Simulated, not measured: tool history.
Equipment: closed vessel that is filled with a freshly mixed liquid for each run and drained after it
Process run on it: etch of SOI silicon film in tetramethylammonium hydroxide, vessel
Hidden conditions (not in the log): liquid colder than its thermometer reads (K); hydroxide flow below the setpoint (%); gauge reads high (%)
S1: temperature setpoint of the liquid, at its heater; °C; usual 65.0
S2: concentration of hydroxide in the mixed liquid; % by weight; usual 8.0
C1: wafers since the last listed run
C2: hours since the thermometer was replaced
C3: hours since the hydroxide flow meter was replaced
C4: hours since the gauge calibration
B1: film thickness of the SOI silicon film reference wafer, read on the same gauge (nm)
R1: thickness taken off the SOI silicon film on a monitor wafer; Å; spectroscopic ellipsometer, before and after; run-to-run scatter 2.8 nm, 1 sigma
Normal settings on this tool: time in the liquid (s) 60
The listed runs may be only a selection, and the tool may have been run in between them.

Run 1, hour 0.0: usual settings; C1 0; C2 408.4; C3 1710.0; C4 775.3; B1 150.01. Result: R1 3287.1 Å.
Run 2, hour 99.4: usual settings but S1 60.0 °C, S2 9.0 % by weight; C1 12117; C2 507.8; C3 1809.4; C4 874.7; B1 150.01. Result: R1 2354.6 Å.
Run 3, hour 148.9: usual settings but S1 60.0 °C, S2 9.0 % by weight; C1 6034; C2 557.3; C3 1858.9; C4 924.2; B1 149.99. Result: R1 2341.8 Å.
At hour 200.6: hydroxide flow meter replaced.
Run 4, hour 254.8: usual settings but S1 60.0 °C, S2 9.0 % by weight; C1 12787; C2 663.2; C3 54.2; C4 1030.1; B1 149.98. Result: R1 2299.5 Å.
Run 5, hour 361.3: usual settings but time in the liquid (s) 45; C1 12982; C2 769.7; C3 160.7; C4 1136.6; B1 150.02. Result: R1 2451.2 Å.
Run 6, hour 461.5: usual settings but time in the liquid (s) 45; C1 12214; C2 869.9; C3 260.9; C4 1236.8; B1 150.00. Result: R1 2451.8 Å.
Run 7, hour 534.3: usual settings; C1 8874; C2 942.7; C3 333.7; C4 1309.6; B1 150.00. Result: R1 3254.3 Å.
Run 8, hour 595.4: usual settings; C1 7448; C2 1003.8; C3 394.8; C4 1370.7; B1 149.99. Result: R1 3273.8 Å.
Run 9, hour 647.2: usual settings; C1 6314; C2 1055.6; C3 446.6; C4 1422.5; B1 149.98. Result: R1 3283.9 Å.
Run 10, hour 743.0: usual settings but S1 62.5 °C; C1 11678; C2 1151.4; C3 542.4; C4 1518.3; B1 150.01. Result: R1 2800.4 Å.
Run 11, hour 815.5: usual settings but S1 62.5 °C; C1 8838; C2 1223.9; C3 614.9; C4 1590.8; B1 150.01. Result: R1 2820.5 Å.
Run 12, hour 864.0: usual settings; C1 5912; C2 1272.4; C3 663.4; C4 1639.3; B1 150.02. Result: R1 3286.9 Å.
Run 13, hour 942.2: usual settings; C1 9533; C2 1350.6; C3 741.6; C4 1717.5; B1 150.01. Result: R1 3270.7 Å.
Run 14, hour 1016.6: usual settings; C1 9069; C2 1425.0; C3 816.0; C4 1791.9; B1 150.00. Result: R1 3300.5 Å.
Run 15, hour 1107.8: usual settings; C1 11117; C2 1516.2; C3 907.2; C4 1883.1; B1 150.03. Result: R1 3286.2 Å.
Run 16, hour 1166.7: usual settings; C1 7180; C2 1575.1; C3 966.1; C4 1942.0; B1 149.99. Result: R1 3281.5 Å.
Run 17, hour 1230.9: usual settings but time in the liquid (s) 85; C1 7826; C2 1639.3; C3 1030.3; C4 2006.2; B1 150.01. Result: R1 4681.7 Å.
Run 18, hour 1285.5: usual settings but time in the liquid (s) 45; C1 6656; C2 1693.9; C3 1084.9; C4 2060.8; B1 150.02. Result: R1 2466.9 Å.
Run 19, hour 1361.5: usual settings but S1 60.0 °C, S2 9.0 % by weight, time in the liquid (s) 85; C1 9264; C2 1769.9; C3 1160.9; C4 2136.8; B1 150.01. Result: R1 3276.9 Å.
Run 20, hour 1402.7: usual settings but S1 57.0 °C, S2 10.0 % by weight, time in the liquid (s) 90; C1 5022; C2 1811.1; C3 1202.1; C4 2178.0; B1 150.00. Result: R1 2830.5 Å.
At hour 1457.4: gauge calibrated.
Run 21, hour 1475.1: usual settings; C1 8825; C2 1883.5; C3 1274.5; C4 17.7; B1 150.01. Result: R1 3334.0 Å.
At hour 1702.6: thermometer replaced.
At hour 1705.6: hydroxide flow meter replaced.
Run 22, hour 1715.6: usual settings; C1 29074; C2 13.0; C3 10.0; C4 258.2; B1 150.01. Result: R1 3405.8 Å.
Run 23, hour 1915.3: usual settings but S1 60.0 °C, S2 10.0 % by weight, time in the liquid (s) 30; C1 24344; C2 212.7; C3 209.7; C4 457.9; B1 150.00. Result: R1 1157.8 Å.
Run 24, hour 1977.0: usual settings but S1 59.0 °C, S2 9.5 % by weight, time in the liquid (s) 30; C1 7521; C2 274.4; C3 271.4; C4 519.6; B1 150.00. Result: R1 1107.2 Å.
Run 25, hour 2059.9: usual settings but S1 72.5 °C, time in the liquid (s) 35; C1 10105; C2 357.3; C3 354.3; C4 602.5; B1 150.00. Result: R1 3064.1 Å.
Run 26, hour 2126.3: usual settings but S1 57.5 °C, S2 9.5 % by weight; C1 8094; C2 423.7; C3 420.7; C4 668.9; B1 150.00. Result: R1 2027.6 Å.
Run 27, hour 2191.1: usual settings but S1 57.0 °C, S2 6.5 % by weight, time in the liquid (s) 75; C1 7899; C2 488.5; C3 485.5; C4 733.7; B1 150.01. Result: R1 2676.1 Å.
Run 28, hour 2245.0: usual settings; C1 6570; C2 542.4; C3 539.4; C4 787.6; B1 150.00. Result: R1 3407.3 Å.
Run 29, hour 2311.9: usual settings; C1 8155; C2 609.3; C3 606.3; C4 854.5; B1 150.00. Result: R1 3373.1 Å.
Run 30, hour 2349.5: usual settings; C1 4583; C2 646.9; C3 643.9; C4 892.1; B1 150.03. Result: R1 3406.5 Å.
At hour 2362.4: hydroxide flow meter replaced, repeated, since the last time left the tool worse.
Run 31, hour 2453.3: usual settings but S1 72.0 °C, S2 6.5 % by weight, time in the liquid (s) 45; C1 12531; C2 750.7; C3 90.9; C4 995.9; B1 149.99. Result: R1 3905.3 Å.
Run 32, hour 2489.6: usual settings but S1 70.0 °C; C1 4425; C2 787.0; C3 127.2; C4 1032.2; B1 149.98. Result: R1 4406.9 Å.
Run 33, hour 2579.0: usual settings but time in the liquid (s) 35; C1 10898; C2 876.4; C3 216.6; C4 1121.6; B1 149.98. Result: R1 1921.9 Å.

State the hidden condition of the tool at each of the runs:
liquid colder than its thermometer reads (K): 0, the same for each run
gauge reads high (%): 0, the same for each run
H1: hydroxide flow below the setpoint (%)
run     H1
  1   8.06
  2   8.51
  3   8.74
  4  0.336
  5  0.823
  6   1.28
  7   1.62
  8    1.9
  9   2.13
 10   2.57
 11    2.9
 12   3.13
 13   3.48
 14   3.83
 15   4.24
 16   4.51
 17   4.81
 18   5.06
 19   5.41
 20   5.59
 21   5.93
 22   12.7
 23   13.6
 24   13.9
 25   14.3
 26   14.6
 27   14.9
 28   15.1
 29   15.4
 30   15.6
 31   1.58
 32   1.75
 33   2.16
